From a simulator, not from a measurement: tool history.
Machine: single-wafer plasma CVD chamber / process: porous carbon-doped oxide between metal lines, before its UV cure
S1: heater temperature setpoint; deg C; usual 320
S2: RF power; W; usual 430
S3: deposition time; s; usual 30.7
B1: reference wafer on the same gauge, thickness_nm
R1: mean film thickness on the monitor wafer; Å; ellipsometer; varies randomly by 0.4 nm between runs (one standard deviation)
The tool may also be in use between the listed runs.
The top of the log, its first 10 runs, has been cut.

run 11 hour=666.9 | S1=323 S2=430 S3=32.0 | B1=152.090 | R1=1423.66
-- hour=697.7 thermocouple changed; heater temperature recalibrated
-- hour=751.2 gauge calibrated
run 12 hour=780.5 | S1=309 S2=400 S3=28.4 | B1=152.016 | R1=1295.38
run 13 hour=822.8 | S1=320 S2=430 S3=30.7 | B1=151.938 | R1=1402.26
run 14 hour=850.5 | S1=306 S2=430 S3=30.7 | B1=151.952 | R1=1508.35
run 15 hour=903.5 | S1=314 S2=430 S3=30.7 | B1=151.980 | R1=1446.44
run 16 hour=951.7 | S1=309 S2=345 S3=33.4 | B1=152.066 | R1=1361.17
run 17 hour=984.6 | S1=326 S2=350 S3=27.1 | B1=152.084 | R1=1039.43
run 18 hour=1017.5 | S1=314 S2=350 S3=32.6 | B1=152.012 | R1=1312.07
run 19 hour=1061.5 | S1=313 S2=350 S3=28.4 | B1=152.006 | R1=1154.06
-- hour=1075.1 thermocouple changed; heater temperature recalibrated, repeated, since the last time left the tool worse
run 20 hour=1086.1 | S1=320 S2=430 S3=30.7 | B1=152.259 | R1=1375.29
-- hour=1127.9 RF generator calibrated
run 21 hour=1156.4 | S1=320 S2=500 S3=30.7 | B1=152.001 | R1=1521.63
run 22 hour=1215.4 | S1=320 S2=480 S3=30.7 | B1=151.917 | R1=1488.98
run 23 hour=1285.2 | S1=320 S2=430 S3=30.7 | B1=151.944 | R1=1379.55
run 24 hour=1356.0 | S1=313 S2=510 S3=30.7 | B1=151.923 | R1=1594.99
run 25 hour=1393.0 | S1=327 S2=405 S3=30.7 | B1=152.182 | R1=1277.70
run 26 hour=1459.7 | S1=320 S2=345 S3=29.0 | B1=152.002 | R1=1102.60
run 27 hour=1502.1 | S1=305 S2=430 S3=30.7 | B1=151.952 | R1=1481.71
run 28 hour=1568.3 | S1=320 S2=490 S3=30.7 | B1=152.135 | R1=1511.64
run 29 hour=1630.5 | S1=312 S2=430 S3=30.7 | B1=152.149 | R1=1433.74
run 30 hour=1664.1 | S1=331 S2=500 S3=34.7 | B1=151.987 | R1=1653.40
run 31 hour=1718.6 | S1=320 S2=505 S3=30.7 | B1=152.049 | R1=1549.79
run 32 hour=1762.7 | S1=320 S2=430 S3=30.7 | B1=152.093 | R1=1383.27
run 33 hour=1829.0 | S1=320 S2=380 S3=34.8 | B1=151.975 | R1=1427.65
run 34 hour=1859.3 | S1=315 S2=490 S3=26.7 | B1=151.942 | R1=1362.16
run 35 hour=1885.2 | S1=314 S2=365 S3=28.0 | B1=152.079 | R1=1149.87

3 options for the next run, each taken on its own from the tool as it stands now. Forecast them:
run A hour=1885.6 | S1=320 S2=430 S3=30.7 | B1=? | R1=?
run B hour=1885.6 | S1=328 S2=430 S3=30.7 | B1=? | R1=?
run C hour=1885.6 | S1=326 S2=430 S3=33.6 | B1=? | R1=?

run=A B1=152.069 R1=1389.98
run=B B1=152.069 R1=1341.69
run=C B1=152.069 R1=1477.38
With no hidden state in the tool, these same runs would have given:
run=A R1=1370.57
run=B R1=1323.83
run=C R1=1457.60
